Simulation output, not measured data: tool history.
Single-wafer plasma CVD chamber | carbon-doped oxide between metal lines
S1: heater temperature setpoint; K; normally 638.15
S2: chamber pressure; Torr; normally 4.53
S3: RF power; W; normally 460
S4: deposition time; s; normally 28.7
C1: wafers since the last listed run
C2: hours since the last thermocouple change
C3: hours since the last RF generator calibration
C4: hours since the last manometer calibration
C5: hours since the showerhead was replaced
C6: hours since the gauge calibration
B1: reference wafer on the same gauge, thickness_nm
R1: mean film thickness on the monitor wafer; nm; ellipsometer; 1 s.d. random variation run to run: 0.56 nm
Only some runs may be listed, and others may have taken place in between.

{"run": 1, "hour": 0.0, "S1": 633.15, "S2": 4.53, "S3": 460, "S4": 28.7, "C1": 0, "C2": 342.1, "C3": 635.7, "C4": 588, "C5": 5235.6, "C6": 315.9, "B1": 140.702, "R1": 126.691}
{"run": 2, "hour": 84.9, "S1": 633.15, "S2": 4.53, "S3": 460, "S4": 28.7, "C1": 2780, "C2": 427, "C3": 720.6, "C4": 672.9, "C5": 5320.5, "C6": 400.8, "B1": 140.499, "R1": 126.022}
{"run": 3, "hour": 169.4, "S1": 633.15, "S2": 4.53, "S3": 460, "S4": 28.7, "C1": 2767, "C2": 511.5, "C3": 805.1, "C4": 757.4, "C5": 5405, "C6": 485.3, "B1": 140.407, "R1": 125.608}
{"run": 4, "hour": 274.6, "S1": 627.15, "S2": 4.53, "S3": 460, "S4": 28.7, "C1": 3445, "C2": 616.7, "C3": 910.3, "C4": 862.6, "C5": 5510.2, "C6": 590.5, "B1": 139.998, "R1": 126.883}
{"run": 5, "hour": 354.4, "S1": 638.15, "S2": 4.53, "S3": 460, "S4": 28.7, "C1": 2613, "C2": 696.5, "C3": 990.1, "C4": 942.4, "C5": 5590, "C6": 670.3, "B1": 139.805, "R1": 123.949}
{"run": 6, "hour": 452.5, "S1": 638.15, "S2": 4.53, "S3": 460, "S4": 28.7, "C1": 3213, "C2": 794.6, "C3": 1088.2, "C4": 1040.5, "C5": 5688.1, "C6": 768.4, "B1": 139.548, "R1": 123.809}
{"run": 7, "hour": 535.1, "S1": 638.15, "S2": 4.53, "S3": 460, "S4": 28.7, "C1": 2705, "C2": 877.2, "C3": 1170.8, "C4": 1123.1, "C5": 5770.7, "C6": 851, "B1": 139.334, "R1": 122.913}
{"hour": 580.5, "done": "gauge calibrated"}
{"run": 8, "hour": 623.9, "S1": 638.15, "S2": 4.53, "S3": 460, "S4": 28.7, "C1": 2908, "C2": 966, "C3": 1259.6, "C4": 1211.9, "C5": 5859.5, "C6": 43.4, "B1": 141.992, "R1": 124.99}
{"run": 9, "hour": 690.3, "S1": 638.15, "S2": 4.53, "S3": 460, "S4": 28.7, "C1": 2174, "C2": 1032.4, "C3": 1326, "C4": 1278.3, "C5": 5925.9, "C6": 109.8, "B1": 141.889, "R1": 124.667}
{"hour": 763.7, "done": "showerhead replaced"}
{"run": 10, "hour": 770.7, "S1": 638.15, "S2": 4.53, "S3": 460, "S4": 28.7, "C1": 2371, "C2": 1112.8, "C3": 1406.4, "C4": 1358.7, "C5": 7, "C6": 190.2, "B1": 141.445, "R1": 124.236}
{"hour": 792.0, "done": "thermocouple changed; heater temperature recalibrated"}
{"hour": 875.6, "done": "RF generator calibrated"}
{"run": 11, "hour": 877.0, "S1": 638.15, "S2": 4.53, "S3": 460, "S4": 28.7, "C1": 2957, "C2": 85, "C3": 1.4, "C4": 1465, "C5": 113.3, "C6": 296.5, "B1": 141.019, "R1": 124.906}
{"run": 12, "hour": 925.4, "S1": 638.15, "S2": 4.53, "S3": 460, "S4": 28.7, "C1": 1585, "C2": 133.4, "C3": 49.8, "C4": 1513.4, "C5": 161.7, "C6": 344.9, "B1": 141.062, "R1": 124.952}
{"run": 13, "hour": 984.6, "S1": 625.15, "S2": 4.53, "S3": 460, "S4": 28.7, "C1": 1939, "C2": 192.6, "C3": 109, "C4": 1572.6, "C5": 220.9, "C6": 404.1, "B1": 140.949, "R1": 129.653}
{"run": 14, "hour": 1068.4, "S1": 649.15, "S2": 4.53, "S3": 460, "S4": 28.7, "C1": 2744, "C2": 276.4, "C3": 192.8, "C4": 1656.4, "C5": 304.7, "C6": 487.9, "B1": 140.744, "R1": 120.114}
{"run": 15, "hour": 1121.2, "S1": 638.15, "S2": 4.53, "S3": 545, "S4": 23.1, "C1": 1729, "C2": 329.2, "C3": 245.6, "C4": 1709.2, "C5": 357.5, "C6": 540.7, "B1": 140.546, "R1": 106.261}
{"run": 16, "hour": 1197.8, "S1": 638.15, "S2": 4.53, "S3": 420, "S4": 33.3, "C1": 2509, "C2": 405.8, "C3": 322.2, "C4": 1785.8, "C5": 434.1, "C6": 617.3, "B1": 140.515, "R1": 139.037}
{"hour": 1236.0, "done": "capacitance manometer re-zeroed and calibrated"}
{"run": 17, "hour": 1302.0, "S1": 630.15, "S2": 5.5, "S3": 405, "S4": 28.7, "C1": 3151, "C2": 510, "C3": 426.4, "C4": 66, "C5": 538.3, "C6": 721.5, "B1": 140.003, "R1": 126.182}
{"run": 18, "hour": 1345.2, "S1": 646.15, "S2": 4.53, "S3": 460, "S4": 28.7, "C1": 1415, "C2": 553.2, "C3": 469.6, "C4": 109.2, "C5": 581.5, "C6": 764.7, "B1": 140.14, "R1": 121.339}
{"run": 19, "hour": 1450.6, "S1": 629.15, "S2": 3.55, "S3": 500, "S4": 31.7, "C1": 3452, "C2": 658.6, "C3": 575, "C4": 214.6, "C5": 686.9, "C6": 870.1, "B1": 139.467, "R1": 136.124}
{"run": 20, "hour": 1529.3, "S1": 625.15, "S2": 4.53, "S3": 460, "S4": 28.7, "C1": 2577, "C2": 737.3, "C3": 653.7, "C4": 293.3, "C5": 765.6, "C6": 948.8, "B1": 139.437, "R1": 127.755}
{"run": 21, "hour": 1612.4, "S1": 638.15, "S2": 4.53, "S3": 460, "S4": 28.7, "C1": 2722, "C2": 820.4, "C3": 736.8, "C4": 376.4, "C5": 848.7, "C6": 1031.9, "B1": 139.245, "R1": 123.073}

4 ways to go on from here, each from the tool as it stands after run 21. What would each give?
{"run": "A", "hour": 1612.8, "S1": 638.15, "S2": 4.53, "S3": 460, "S4": 28.7, "C1": 13, "C2": 820.8, "C3": 737.2, "C4": 376.8, "C5": 849.1, "C6": 1032.3, "B1": "?", "R1": "?"}
{"run": "B", "hour": 1612.8, "S1": 629.15, "S2": 4.53, "S3": 460, "S4": 31.4, "C1": 13, "C2": 820.8, "C3": 737.2, "C4": 376.8, "C5": 849.1, "C6": 1032.3, "B1": "?", "R1": "?"}
{"run": "C", "hour": 1612.8, "S1": 638.15, "S2": 3.67, "S3": 530, "S4": 28.7, "C1": 13, "C2": 820.8, "C3": 737.2, "C4": 376.8, "C5": 849.1, "C6": 1032.3, "B1": "?", "R1": "?"}
{"run": "D", "hour": 1612.8, "S1": 644.15, "S2": 3.42, "S3": 495, "S4": 26.9, "C1": 13, "C2": 820.8, "C3": 737.2, "C4": 376.8, "C5": 849.1, "C6": 1032.3, "B1": "?", "R1": "?"}

run=A B1=139.356 R1=122.374
run=B B1=139.356 R1=137.275
run=C B1=139.356 R1=122.585
run=D B1=139.356 R1=109.588
With the hidden condition removed and each run's random variation left untouched, the same runs would have given:
run=A R1=124.836
run=B R1=140.037
run=C R1=125.051
run=D R1=111.793

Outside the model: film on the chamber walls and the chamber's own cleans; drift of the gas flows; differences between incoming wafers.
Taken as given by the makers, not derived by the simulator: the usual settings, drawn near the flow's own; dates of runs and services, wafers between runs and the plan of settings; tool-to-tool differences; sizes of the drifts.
